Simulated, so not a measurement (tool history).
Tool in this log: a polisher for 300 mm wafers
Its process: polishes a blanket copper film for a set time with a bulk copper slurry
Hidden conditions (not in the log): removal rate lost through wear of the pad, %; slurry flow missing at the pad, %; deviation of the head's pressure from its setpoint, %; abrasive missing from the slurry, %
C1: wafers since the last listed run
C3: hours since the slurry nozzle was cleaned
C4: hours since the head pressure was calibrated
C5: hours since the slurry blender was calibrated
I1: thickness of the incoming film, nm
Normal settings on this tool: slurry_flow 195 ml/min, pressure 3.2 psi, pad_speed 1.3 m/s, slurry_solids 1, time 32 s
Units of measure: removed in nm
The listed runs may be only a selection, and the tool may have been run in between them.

{"run": 1, "hour": 0.0, "slurry_flow": 195, "pressure": 3.2, "pad_speed": 1.3, "slurry_solids": 1, "time": 32, "C1": 0, "wafers polished on this pad": 497, "C3": 475.7, "C4": 1232.8, "C5": 175.9, "I1": 3974.5, "removed": 457.9}
{"run": 2, "hour": 12.9, "slurry_flow": 195, "pressure": 3.2, "pad_speed": 1.3, "slurry_solids": 1, "time": 32, "C1": 133, "wafers polished on this pad": 630, "C3": 488.6, "C4": 1245.7, "C5": 188.8, "I1": 3937.1, "removed": 457.3}
{"run": 3, "hour": 26.2, "slurry_flow": 195, "pressure": 3.2, "pad_speed": 1.3, "slurry_solids": 1, "time": 32, "C1": 137, "wafers polished on this pad": 767, "C3": 501.9, "C4": 1259, "C5": 202.1, "I1": 3944.5, "removed": 462.5}
{"run": 4, "hour": 36.6, "slurry_flow": 195, "pressure": 3.2, "pad_speed": 1.3, "slurry_solids": 1, "time": 32, "C1": 107, "wafers polished on this pad": 875, "C3": 512.3, "C4": 1269.4, "C5": 212.5, "I1": 3988.3, "removed": 463.5}
{"hour": 46.5, "done": "worn pad replaced by a new one"}
{"run": 5, "hour": 52.9, "slurry_flow": 195, "pressure": 3.2, "pad_speed": 1.3, "slurry_solids": 1, "time": 27, "C1": 127, "wafers polished on this pad": 65, "C3": 528.6, "C4": 1285.7, "C5": 228.8, "I1": 4042.4, "removed": 392.8}
{"run": 6, "hour": 60.4, "slurry_flow": 195, "pressure": 3.2, "pad_speed": 1.3, "slurry_solids": 1, "time": 27, "C1": 77, "wafers polished on this pad": 143, "C3": 536.1, "C4": 1293.2, "C5": 236.3, "I1": 3934.4, "removed": 389.6}
{"run": 7, "hour": 76.7, "slurry_flow": 195, "pressure": 3.2, "pad_speed": 1.3, "slurry_solids": 1, "time": 27, "C1": 168, "wafers polished on this pad": 311, "C3": 552.4, "C4": 1309.5, "C5": 252.6, "I1": 3968, "removed": 388.8}
{"run": 8, "hour": 92.1, "slurry_flow": 195, "pressure": 3.2, "pad_speed": 1.3, "slurry_solids": 1, "time": 32, "C1": 159, "wafers polished on this pad": 470, "C3": 567.8, "C4": 1324.9, "C5": 268, "I1": 3988.7, "removed": 463}
{"run": 9, "hour": 104.9, "slurry_flow": 195, "pressure": 3.2, "pad_speed": 1.3, "slurry_solids": 1, "time": 32, "C1": 132, "wafers polished on this pad": 602, "C3": 580.6, "C4": 1337.7, "C5": 280.8, "I1": 4024.2, "removed": 457.9}
{"run": 10, "hour": 113.9, "slurry_flow": 195, "pressure": 3.2, "pad_speed": 1.3, "slurry_solids": 1, "time": 32, "C1": 92, "wafers polished on this pad": 695, "C3": 589.6, "C4": 1346.7, "C5": 289.8, "I1": 4007.2, "removed": 457.9}
{"hour": 124.0, "done": "worn pad replaced by a new one"}
{"run": 11, "hour": 125.9, "slurry_flow": 195, "pressure": 3.2, "pad_speed": 1.3, "slurry_solids": 1, "time": 32, "C1": 82, "wafers polished on this pad": 19, "C3": 601.6, "C4": 1358.7, "C5": 301.8, "I1": 4009.6, "removed": 461.9}
{"run": 12, "hour": 143.7, "slurry_flow": 195, "pressure": 3.2, "pad_speed": 1.3, "slurry_solids": 1, "time": 32, "C1": 183, "wafers polished on this pad": 203, "C3": 619.4, "C4": 1376.5, "C5": 319.6, "I1": 3952.8, "removed": 459.4}
{"run": 13, "hour": 150.1, "slurry_flow": 195, "pressure": 3.2, "pad_speed": 1.3, "slurry_solids": 1, "time": 32, "C1": 66, "wafers polished on this pad": 269, "C3": 625.8, "C4": 1382.9, "C5": 326, "I1": 3936.2, "removed": 455.5}
{"run": 14, "hour": 157.4, "slurry_flow": 195, "pressure": 3.2, "pad_speed": 1.3, "slurry_solids": 1, "time": 32, "C1": 75, "wafers polished on this pad": 344, "C3": 633.1, "C4": 1390.2, "C5": 333.3, "I1": 3951.2, "removed": 457.6}
{"run": 15, "hour": 172.0, "slurry_flow": 195, "pressure": 3.7, "pad_speed": 1.14, "slurry_solids": 1, "time": 42, "C1": 150, "wafers polished on this pad": 495, "C3": 647.7, "C4": 1404.8, "C5": 347.9, "I1": 3971.8, "removed": 609.4}
{"hour": 182.1, "done": "head pressure recalibrated"}
{"hour": 200.2, "done": "worn pad replaced by a new one"}
{"run": 16, "hour": 200.7, "slurry_flow": 195, "pressure": 3.2, "pad_speed": 1.3, "slurry_solids": 1, "time": 32, "C1": 234, "wafers polished on this pad": 5, "C3": 676.4, "C4": 18.6, "C5": 376.6, "I1": 3982.9, "removed": 461.1}
{"run": 17, "hour": 208.5, "slurry_flow": 150, "pressure": 2.5, "pad_speed": 1.3, "slurry_solids": 0.75, "time": 32, "C1": 80, "wafers polished on this pad": 85, "C3": 684.2, "C4": 26.4, "C5": 384.4, "I1": 3932.4, "removed": 367.3}
{"hour": 216.7, "done": "slurry blender recalibrated"}
{"run": 18, "hour": 223.7, "slurry_flow": 195, "pressure": 3.2, "pad_speed": 1.3, "slurry_solids": 1, "time": 32, "C1": 136, "wafers polished on this pad": 221, "C3": 699.4, "C4": 41.6, "C5": 7, "I1": 3983.1, "removed": 460.3}
{"run": 19, "hour": 238.7, "slurry_flow": 235, "pressure": 3.7, "pad_speed": 1.54, "slurry_solids": 1.2, "time": 32, "C1": 154, "wafers polished on this pad": 376, "C3": 714.4, "C4": 56.6, "C5": 22, "I1": 3981.1, "removed": 595.6}
{"run": 20, "hour": 253.2, "slurry_flow": 240, "pressure": 3.2, "pad_speed": 1.74, "slurry_solids": 1, "time": 32, "C1": 149, "wafers polished on this pad": 526, "C3": 728.9, "C4": 71.1, "C5": 36.5, "I1": 3941.1, "removed": 571.1}
{"run": 21, "hour": 270.8, "slurry_flow": 195, "pressure": 3.2, "pad_speed": 1.3, "slurry_solids": 1, "time": 27, "C1": 181, "wafers polished on this pad": 708, "C3": 746.5, "C4": 88.7, "C5": 54.1, "I1": 4054.5, "removed": 386.2}
{"run": 22, "hour": 280.0, "slurry_flow": 195, "pressure": 3.2, "pad_speed": 1.3, "slurry_solids": 1, "time": 32, "C1": 95, "wafers polished on this pad": 803, "C3": 755.7, "C4": 97.9, "C5": 63.3, "I1": 3941.7, "removed": 460.8}
{"hour": 283.0, "done": "slurry nozzle cleaned"}
{"run": 23, "hour": 289.8, "slurry_flow": 130, "pressure": 3.5, "pad_speed": 1.3, "slurry_solids": 1, "time": 32, "C1": 90, "wafers polished on this pad": 894, "C3": 6.8, "C4": 107.7, "C5": 73.1, "I1": 3962.9, "removed": 465}
{"hour": 297.9, "done": "worn pad replaced by a new one"}
{"run": 24, "hour": 305.9, "slurry_flow": 195, "pressure": 3.2, "pad_speed": 1.1, "slurry_solids": 1, "time": 24, "C1": 124, "wafers polished on this pad": 83, "C3": 22.9, "C4": 123.8, "C5": 89.2, "I1": 3956.8, "removed": 313.1}
{"run": 25, "hour": 320.2, "slurry_flow": 195, "pressure": 3.2, "pad_speed": 1.3, "slurry_solids": 1, "time": 36, "C1": 147, "wafers polished on this pad": 230, "C3": 37.2, "C4": 138.1, "C5": 103.5, "I1": 3976.4, "removed": 514}
{"run": 26, "hour": 335.8, "slurry_flow": 195, "pressure": 3.8, "pad_speed": 1.3, "slurry_solids": 1.3, "time": 32, "C1": 161, "wafers polished on this pad": 391, "C3": 52.8, "C4": 153.7, "C5": 119.1, "I1": 3983.4, "removed": 537.7}
{"run": 27, "hour": 350.5, "slurry_flow": 150, "pressure": 2.5, "pad_speed": 1.3, "slurry_solids": 0.75, "time": 32, "C1": 151, "wafers polished on this pad": 543, "C3": 67.5, "C4": 168.4, "C5": 133.8, "I1": 3975.1, "removed": 360.7}
{"run": 28, "hour": 361.8, "slurry_flow": 215, "pressure": 3.2, "pad_speed": 1.3, "slurry_solids": 1, "time": 32, "C1": 116, "wafers polished on this pad": 660, "C3": 78.8, "C4": 179.7, "C5": 145.1, "I1": 3996.4, "removed": 468.9}
{"run": 29, "hour": 372.7, "slurry_flow": 130, "pressure": 2.7, "pad_speed": 1.3, "slurry_solids": 1.1, "time": 27, "C1": 112, "wafers polished on this pad": 772, "C3": 89.7, "C4": 190.6, "C5": 156, "I1": 3994.5, "removed": 338.6}
{"hour": 389.4, "done": "worn pad replaced by a new one"}
{"run": 30, "hour": 389.9, "slurry_flow": 195, "pressure": 3.2, "pad_speed": 1.3, "slurry_solids": 0.75, "time": 32, "C1": 136, "wafers polished on this pad": 5, "C3": 106.9, "C4": 207.8, "C5": 173.2, "I1": 4036.5, "removed": 432.2}
{"run": 31, "hour": 406.6, "slurry_flow": 195, "pressure": 3.2, "pad_speed": 0.86, "slurry_solids": 1.1, "time": 32, "C1": 172, "wafers polished on this pad": 177, "C3": 123.6, "C4": 224.5, "C5": 189.9, "I1": 3997.6, "removed": 372.9}

What differs in the tool's unlogged condition from the final listed run ahead of each entry between runs to the first listed run following it?
In the gap between runs 4 and 5: worn pad replaced by a new one (hour 46.5)
  the hidden state is the same at both runs
In the gap between runs 10 and 11: worn pad replaced by a new one (hour 124)
  the hidden state is the same at both runs
In the gap between runs 15 and 16: head pressure recalibrated (hour 182.1); worn pad replaced by a new one (hour 200.2)
  the hidden state is the same at both runs
In the gap between runs 17 and 18: slurry blender recalibrated (hour 216.7)
  the hidden state is the same at both runs
In the gap between runs 22 and 23: slurry nozzle cleaned (hour 283)
  the hidden state is the same at both runs
In the gap between runs 23 and 24: worn pad replaced by a new one (hour 297.9)
  the hidden state is the same at both runs
In the gap between runs 29 and 30: worn pad replaced by a new one (hour 389.4)
  the hidden state is the same at both runs

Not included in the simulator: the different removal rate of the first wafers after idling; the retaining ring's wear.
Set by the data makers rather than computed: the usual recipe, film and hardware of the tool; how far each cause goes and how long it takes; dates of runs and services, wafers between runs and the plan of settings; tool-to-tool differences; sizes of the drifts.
